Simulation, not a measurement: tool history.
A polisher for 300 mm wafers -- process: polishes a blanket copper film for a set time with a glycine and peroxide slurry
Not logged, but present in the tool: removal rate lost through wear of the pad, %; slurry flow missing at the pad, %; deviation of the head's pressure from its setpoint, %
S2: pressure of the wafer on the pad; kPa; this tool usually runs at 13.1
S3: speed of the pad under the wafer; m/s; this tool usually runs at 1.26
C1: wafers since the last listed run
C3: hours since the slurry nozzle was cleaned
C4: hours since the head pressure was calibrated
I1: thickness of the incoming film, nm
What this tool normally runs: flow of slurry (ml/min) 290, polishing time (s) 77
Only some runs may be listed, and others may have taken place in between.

run 1 hour=0.0 | flow_of_slurry_(ml/min)=290 S2=13.1 S3=1.26 polishing_time_(s)=77 | C1=0 wafers_polished_on_this_pad=62 C3=250.0 C4=321.8 | I1=2057.5 | film_removed_(angstrom)=3447
run 2 hour=67.0 | flow_of_slurry_(ml/min)=290 S2=13.1 S3=1.26 polishing_time_(s)=77 | C1=770 wafers_polished_on_this_pad=832 C3=317.0 C4=388.8 | I1=2063.4 | film_removed_(angstrom)=3465
run 3 hour=145.1 | flow_of_slurry_(ml/min)=350 S2=16.5 S3=1.26 polishing_time_(s)=77 | C1=898 wafers_polished_on_this_pad=1730 C3=395.1 C4=466.9 | I1=2045.3 | film_removed_(angstrom)=4196
-- hour=380.6 worn pad replaced by a new one
run 4 hour=468.9 | flow_of_slurry_(ml/min)=350 S2=16.5 S3=1.26 polishing_time_(s)=77 | C1=3678 wafers_polished_on_this_pad=1015 C3=718.9 C4=790.7 | I1=2032.8 | film_removed_(angstrom)=4247
run 5 hour=509.4 | flow_of_slurry_(ml/min)=350 S2=16.5 S3=1.26 polishing_time_(s)=77 | C1=465 wafers_polished_on_this_pad=1481 C3=759.4 C4=831.2 | I1=2042.1 | film_removed_(angstrom)=4363
run 6 hour=547.9 | flow_of_slurry_(ml/min)=290 S2=13.1 S3=1.26 polishing_time_(s)=77 | C1=442 wafers_polished_on_this_pad=1924 C3=797.9 C4=869.7 | I1=2069.0 | film_removed_(angstrom)=3503
-- hour=557.6 slurry nozzle cleaned
run 7 hour=650.0 | flow_of_slurry_(ml/min)=290 S2=13.1 S3=1.26 polishing_time_(s)=77 | C1=1162 wafers_polished_on_this_pad=3087 C3=92.4 C4=971.8 | I1=2094.4 | film_removed_(angstrom)=3466
run 8 hour=690.9 | flow_of_slurry_(ml/min)=290 S2=13.1 S3=1.26 polishing_time_(s)=77 | C1=470 wafers_polished_on_this_pad=3557 C3=133.3 C4=1012.7 | I1=2030.9 | film_removed_(angstrom)=3511
run 9 hour=730.7 | flow_of_slurry_(ml/min)=290 S2=13.1 S3=1.26 polishing_time_(s)=77 | C1=457 wafers_polished_on_this_pad=4015 C3=173.1 C4=1052.5 | I1=2055.8 | film_removed_(angstrom)=3411
-- hour=776.6 worn pad replaced by a new one
run 10 hour=830.7 | flow_of_slurry_(ml/min)=325 S2=17.2 S3=0.82 polishing_time_(s)=88 | C1=1104 wafers_polished_on_this_pad=622 C3=273.1 C4=1152.5 | I1=2062.9 | film_removed_(angstrom)=3545
run 11 hour=911.6 | flow_of_slurry_(ml/min)=215 S2=13.1 S3=1.26 polishing_time_(s)=77 | C1=930 wafers_polished_on_this_pad=1552 C3=354.0 C4=1233.4 | I1=2063.7 | film_removed_(angstrom)=3465
run 12 hour=972.4 | flow_of_slurry_(ml/min)=290 S2=13.1 S3=1.26 polishing_time_(s)=77 | C1=699 wafers_polished_on_this_pad=2251 C3=414.8 C4=1294.2 | I1=2092.8 | film_removed_(angstrom)=3485
-- hour=1024.1 head pressure recalibrated
-- hour=1147.5 worn pad replaced by a new one
-- hour=1218.9 slurry nozzle cleaned
run 13 hour=1288.8 | flow_of_slurry_(ml/min)=290 S2=17.2 S3=1.50 polishing_time_(s)=77 | C1=3558 wafers_polished_on_this_pad=1613 C3=69.9 C4=264.7 | I1=2070.9 | film_removed_(angstrom)=5127
run 14 hour=1343.6 | flow_of_slurry_(ml/min)=290 S2=13.1 S3=1.26 polishing_time_(s)=77 | C1=630 wafers_polished_on_this_pad=2243 C3=124.7 C4=319.5 | I1=2045.0 | film_removed_(angstrom)=3487
run 15 hour=1390.0 | flow_of_slurry_(ml/min)=360 S2=10.3 S3=1.38 polishing_time_(s)=84 | C1=533 wafers_polished_on_this_pad=2777 C3=171.1 C4=365.9 | I1=2048.3 | film_removed_(angstrom)=3447
run 16 hour=1430.6 | flow_of_slurry_(ml/min)=240 S2=11.0 S3=1.26 polishing_time_(s)=100 | C1=466 wafers_polished_on_this_pad=3244 C3=211.7 C4=406.5 | I1=2067.7 | film_removed_(angstrom)=3958
-- hour=1529.4 worn pad replaced by a new one
run 17 hour=1683.1 | flow_of_slurry_(ml/min)=255 S2=13.1 S3=1.14 polishing_time_(s)=61 | C1=2858 wafers_polished_on_this_pad=1767 C3=464.2 C4=659.0 | I1=2029.5 | film_removed_(angstrom)=2550
run 18 hour=1753.2 | flow_of_slurry_(ml/min)=335 S2=14.5 S3=0.96 polishing_time_(s)=61 | C1=806 wafers_polished_on_this_pad=2573 C3=534.3 C4=729.1 | I1=2039.4 | film_removed_(angstrom)=2444

Here are 5 independent what-if runs from the current tool condition. What would each one return?
run A hour=1753.6 | flow_of_slurry_(ml/min)=290 S2=13.1 S3=1.26 polishing_time_(s)=86 | C1=4 wafers_polished_on_this_pad=2578 C3=534.7 C4=729.5 | I1=2061.8 | film_removed_(angstrom)=?
run B hour=1753.6 | flow_of_slurry_(ml/min)=255 S2=13.1 S3=1.26 polishing_time_(s)=77 | C1=4 wafers_polished_on_this_pad=2578 C3=534.7 C4=729.5 | I1=2061.8 | film_removed_(angstrom)=?
run C hour=1753.6 | flow_of_slurry_(ml/min)=195 S2=15.2 S3=1.12 polishing_time_(s)=95 | C1=4 wafers_polished_on_this_pad=2578 C3=534.7 C4=729.5 | I1=2061.8 | film_removed_(angstrom)=?
run D hour=1753.6 | flow_of_slurry_(ml/min)=375 S2=13.1 S3=1.12 polishing_time_(s)=97 | C1=4 wafers_polished_on_this_pad=2578 C3=534.7 C4=729.5 | I1=2061.8 | film_removed_(angstrom)=?
run E hour=1753.6 | flow_of_slurry_(ml/min)=290 S2=13.1 S3=1.68 polishing_time_(s)=101 | C1=4 wafers_polished_on_this_pad=2578 C3=534.7 C4=729.5 | I1=2061.8 | film_removed_(angstrom)=?

run=A film_removed_(angstrom)=3903
run=B film_removed_(angstrom)=3458
run=C film_removed_(angstrom)=4262
run=D film_removed_(angstrom)=4083
run=E film_removed_(angstrom)=5808
Without the tool's unlogged condition, the same runs would have read:
run=A film_removed_(angstrom)=3903
run=B film_removed_(angstrom)=3458
run=C film_removed_(angstrom)=4262
run=D film_removed_(angstrom)=4083
run=E film_removed_(angstrom)=5808
